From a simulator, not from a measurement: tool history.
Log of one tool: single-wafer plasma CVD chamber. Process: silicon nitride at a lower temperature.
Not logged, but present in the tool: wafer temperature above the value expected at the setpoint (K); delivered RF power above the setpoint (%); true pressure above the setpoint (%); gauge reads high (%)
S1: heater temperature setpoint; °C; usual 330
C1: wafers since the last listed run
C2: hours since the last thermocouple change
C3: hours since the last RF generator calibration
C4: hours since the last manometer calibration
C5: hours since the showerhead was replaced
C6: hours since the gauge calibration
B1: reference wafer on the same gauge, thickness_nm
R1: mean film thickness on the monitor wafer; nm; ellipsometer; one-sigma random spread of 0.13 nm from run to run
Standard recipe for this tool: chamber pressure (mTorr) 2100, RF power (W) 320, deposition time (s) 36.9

run 1 hour=0 | S1=330 chamber_pressure_(mTorr)=2100 RF_power_(W)=320 deposition_time_(s)=34.2 | C1=0 C2=2699.4 C3=1250.2 C4=2541.1 C5=2794.7 C6=276.9 | B1=40.885 | R1=44.97
run 2 hour=33.4 | S1=330 chamber_pressure_(mTorr)=2100 RF_power_(W)=320 deposition_time_(s)=34.2 | C1=626 C2=2732.8 C3=1283.6 C4=2574.5 C5=2828.1 C6=310.3 | B1=40.902 | R1=44.884
run 3 hour=50.4 | S1=330 chamber_pressure_(mTorr)=2100 RF_power_(W)=320 deposition_time_(s)=34.2 | C1=318 C2=2749.8 C3=1300.6 C4=2591.5 C5=2845.1 C6=327.3 | B1=40.91 | R1=45.009
run 4 hour=82.2 | S1=330 chamber_pressure_(mTorr)=2100 RF_power_(W)=320 deposition_time_(s)=36.9 | C1=596 C2=2781.6 C3=1332.4 C4=2623.3 C5=2876.9 C6=359.1 | B1=40.902 | R1=48.505
run 5 hour=107.8 | S1=330 chamber_pressure_(mTorr)=2100 RF_power_(W)=320 deposition_time_(s)=39.1 | C1=479 C2=2807.2 C3=1358 C4=2648.9 C5=2902.5 C6=384.7 | B1=40.881 | R1=51.137
run 6 hour=124.4 | S1=330 chamber_pressure_(mTorr)=2100 RF_power_(W)=320 deposition_time_(s)=39.1 | C1=311 C2=2823.8 C3=1374.6 C4=2665.5 C5=2919.1 C6=401.3 | B1=40.893 | R1=51.326
run 7 hour=145.3 | S1=330 chamber_pressure_(mTorr)=2100 RF_power_(W)=320 deposition_time_(s)=36.9 | C1=391 C2=2844.7 C3=1395.5 C4=2686.4 C5=2940 C6=422.2 | B1=40.903 | R1=48.187
-- hour=165.4 capacitance manometer re-zeroed and calibrated
run 8 hour=180.3 | S1=330 chamber_pressure_(mTorr)=2100 RF_power_(W)=320 deposition_time_(s)=36.9 | C1=506 C2=2879.7 C3=1430.5 C4=14.9 C5=2975 C6=457.2 | B1=40.894 | R1=48.114
-- hour=195 RF generator calibrated
run 9 hour=196 | S1=330 chamber_pressure_(mTorr)=2100 RF_power_(W)=320 deposition_time_(s)=36.9 | C1=144 C2=2895.4 C3=1 C4=30.6 C5=2990.7 C6=472.9 | B1=40.882 | R1=49.488
-- hour=200.4 gauge calibrated
run 10 hour=216.1 | S1=330 chamber_pressure_(mTorr)=2100 RF_power_(W)=320 deposition_time_(s)=36.9 | C1=376 C2=2915.5 C3=21.1 C4=50.7 C5=3010.8 C6=15.7 | B1=40.945 | R1=49.407
run 11 hour=233.3 | S1=330 chamber_pressure_(mTorr)=2100 RF_power_(W)=320 deposition_time_(s)=36.9 | C1=322 C2=2932.7 C3=38.3 C4=67.9 C5=3028 C6=32.9 | B1=40.909 | R1=49.294
run 12 hour=262.4 | S1=330 chamber_pressure_(mTorr)=2100 RF_power_(W)=320 deposition_time_(s)=34.2 | C1=545 C2=2961.8 C3=67.4 C4=97 C5=3057.1 C6=62 | B1=40.905 | R1=45.93
run 13 hour=286.7 | S1=330 chamber_pressure_(mTorr)=2100 RF_power_(W)=320 deposition_time_(s)=36.9 | C1=455 C2=2986.1 C3=91.7 C4=121.3 C5=3081.4 C6=86.3 | B1=40.921 | R1=49.215
run 14 hour=303.4 | S1=338 chamber_pressure_(mTorr)=2100 RF_power_(W)=380 deposition_time_(s)=43.1 | C1=313 C2=3002.8 C3=108.4 C4=138 C5=3098.1 C6=103 | B1=40.925 | R1=62.195
run 15 hour=318.1 | S1=330 chamber_pressure_(mTorr)=2100 RF_power_(W)=320 deposition_time_(s)=36.9 | C1=275 C2=3017.5 C3=123.1 C4=152.7 C5=3112.8 C6=117.7 | B1=40.896 | R1=49.541
-- hour=334.1 showerhead replaced
run 16 hour=400.7 | S1=330 chamber_pressure_(mTorr)=1640 RF_power_(W)=320 deposition_time_(s)=31.1 | C1=1398 C2=3100.1 C3=205.7 C4=235.3 C5=66.6 C6=200.3 | B1=40.936 | R1=39.203
-- hour=413.1 thermocouple changed; heater temperature recalibrated
run 17 hour=425 | S1=330 chamber_pressure_(mTorr)=2100 RF_power_(W)=320 deposition_time_(s)=36.9 | C1=305 C2=11.9 C3=230 C4=259.6 C5=90.9 C6=224.6 | B1=40.911 | R1=49.331
run 18 hour=454.7 | S1=341 chamber_pressure_(mTorr)=2100 RF_power_(W)=320 deposition_time_(s)=36.9 | C1=556 C2=41.6 C3=259.7 C4=289.3 C5=120.6 C6=254.3 | B1=40.884 | R1=49.411
run 19 hour=469.7 | S1=330 chamber_pressure_(mTorr)=1630 RF_power_(W)=350 deposition_time_(s)=36.9 | C1=281 C2=56.6 C3=274.7 C4=304.3 C5=135.6 C6=269.3 | B1=40.916 | R1=48.273
run 20 hour=504.5 | S1=320 chamber_pressure_(mTorr)=2100 RF_power_(W)=375 deposition_time_(s)=36.9 | C1=652 C2=91.4 C3=309.5 C4=339.1 C5=170.4 C6=304.1 | B1=40.872 | R1=53.407
run 21 hour=535 | S1=320 chamber_pressure_(mTorr)=2460 RF_power_(W)=320 deposition_time_(s)=36.9 | C1=571 C2=121.9 C3=340 C4=369.6 C5=200.9 C6=334.6 | B1=40.905 | R1=51.264
run 22 hour=548.4 | S1=330 chamber_pressure_(mTorr)=2100 RF_power_(W)=365 deposition_time_(s)=36.9 | C1=251 C2=135.3 C3=353.4 C4=383 C5=214.3 C6=348 | B1=40.91 | R1=52.355

List, for all runs, the conditions of the tool that the log does not record:
wafer temperature above the value expected at the setpoint (K): 0, the same for each run
true pressure above the setpoint (%): 0, the same for each run
gauge reads high (%): 0, the same for each run
H1: delivered RF power above the setpoint (%)
run=1 H1=-5.16
run=2 H1=-5.43
run=3 H1=-5.57
run=4 H1=-5.84
run=5 H1=-6.06
run=6 H1=-6.2
run=7 H1=-6.38
run=8 H1=-6.7
run=9 H1=-1.39
run=10 H1=-1.39
run=11 H1=-1.4
run=12 H1=-1.41
run=13 H1=-1.42
run=14 H1=-1.43
run=15 H1=-1.44
run=16 H1=-1.53
run=17 H1=-1.56
run=18 H1=-1.61
run=19 H1=-1.63
run=20 H1=-1.7
run=21 H1=-1.76
run=22 H1=-1.79

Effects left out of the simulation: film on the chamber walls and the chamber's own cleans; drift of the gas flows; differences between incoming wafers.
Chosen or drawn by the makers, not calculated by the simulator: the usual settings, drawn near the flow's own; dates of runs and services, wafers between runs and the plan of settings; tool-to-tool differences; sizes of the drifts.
